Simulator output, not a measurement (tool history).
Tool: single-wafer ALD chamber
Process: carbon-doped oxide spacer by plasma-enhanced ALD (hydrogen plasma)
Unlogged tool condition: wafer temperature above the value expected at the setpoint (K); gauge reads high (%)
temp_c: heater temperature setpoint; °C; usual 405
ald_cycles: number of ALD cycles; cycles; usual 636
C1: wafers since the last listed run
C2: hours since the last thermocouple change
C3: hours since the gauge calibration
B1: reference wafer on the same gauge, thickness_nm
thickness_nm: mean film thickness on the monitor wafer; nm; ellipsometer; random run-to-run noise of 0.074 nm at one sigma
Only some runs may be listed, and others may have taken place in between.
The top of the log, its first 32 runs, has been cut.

-- hour=409.5 thermocouple changed; heater temperature recalibrated
run 33 hour=410 | temp_c=405 ald_cycles=710 | C1=4 C2=0.5 C3=158.7 | B1=34.482 | thickness_nm=32.8
run 34 hour=421 | temp_c=420 ald_cycles=522 | C1=7 C2=11.5 C3=169.7 | B1=34.479 | thickness_nm=23.241
run 35 hour=435.8 | temp_c=409 ald_cycles=710 | C1=10 C2=26.3 C3=184.5 | B1=34.471 | thickness_nm=32.715
run 36 hour=453.8 | temp_c=391 ald_cycles=578 | C1=12 C2=44.3 C3=202.5 | B1=34.51 | thickness_nm=27.221
run 37 hour=462.2 | temp_c=405 ald_cycles=636 | C1=5 C2=52.7 C3=210.9 | B1=34.478 | thickness_nm=29.55
run 38 hour=478.5 | temp_c=405 ald_cycles=636 | C1=11 C2=69 C3=227.2 | B1=34.485 | thickness_nm=29.524
run 39 hour=500.7 | temp_c=392 ald_cycles=636 | C1=15 C2=91.2 C3=249.4 | B1=34.455 | thickness_nm=30.04
run 40 hour=506.9 | temp_c=414 ald_cycles=636 | C1=4 C2=97.4 C3=255.6 | B1=34.489 | thickness_nm=28.63
run 41 hour=522.9 | temp_c=405 ald_cycles=636 | C1=11 C2=113.4 C3=271.6 | B1=34.497 | thickness_nm=29.497
run 42 hour=531.1 | temp_c=395 ald_cycles=700 | C1=5 C2=121.6 C3=279.8 | B1=34.493 | thickness_nm=32.99
run 43 hour=545.5 | temp_c=419 ald_cycles=561 | C1=10 C2=136 C3=294.2 | B1=34.519 | thickness_nm=25.01
run 44 hour=558.6 | temp_c=405 ald_cycles=673 | C1=9 C2=149.1 C3=307.3 | B1=34.546 | thickness_nm=31.063
run 45 hour=571.5 | temp_c=405 ald_cycles=563 | C1=9 C2=162 C3=320.2 | B1=34.53 | thickness_nm=25.952
run 46 hour=586.3 | temp_c=394 ald_cycles=549 | C1=10 C2=176.8 C3=335 | B1=34.527 | thickness_nm=25.907
run 47 hour=596.6 | temp_c=405 ald_cycles=636 | C1=7 C2=187.1 C3=345.3 | B1=34.495 | thickness_nm=29.337

Forecast each of these 4 alternatives for the next run:
run A hour=598 | temp_c=405 ald_cycles=539 | C1=0 C2=188.5 C3=346.7 | B1=? | thickness_nm=?
run B hour=598 | temp_c=391 ald_cycles=722 | C1=0 C2=188.5 C3=346.7 | B1=? | thickness_nm=?
run C hour=598 | temp_c=413 ald_cycles=721 | C1=0 C2=188.5 C3=346.7 | B1=? | thickness_nm=?
run D hour=598 | temp_c=413 ald_cycles=636 | C1=0 C2=188.5 C3=346.7 | B1=? | thickness_nm=?

run=A B1=34.51 thickness_nm=24.828
run=B B1=34.51 thickness_nm=34.008
run=C B1=34.51 thickness_nm=32.494
run=D B1=34.51 thickness_nm=28.663
Had the tool no hidden state, the same runs would have come out as:
run=A thickness_nm=25.007
run=B thickness_nm=34.008
run=C thickness_nm=32.734
run=D thickness_nm=28.875
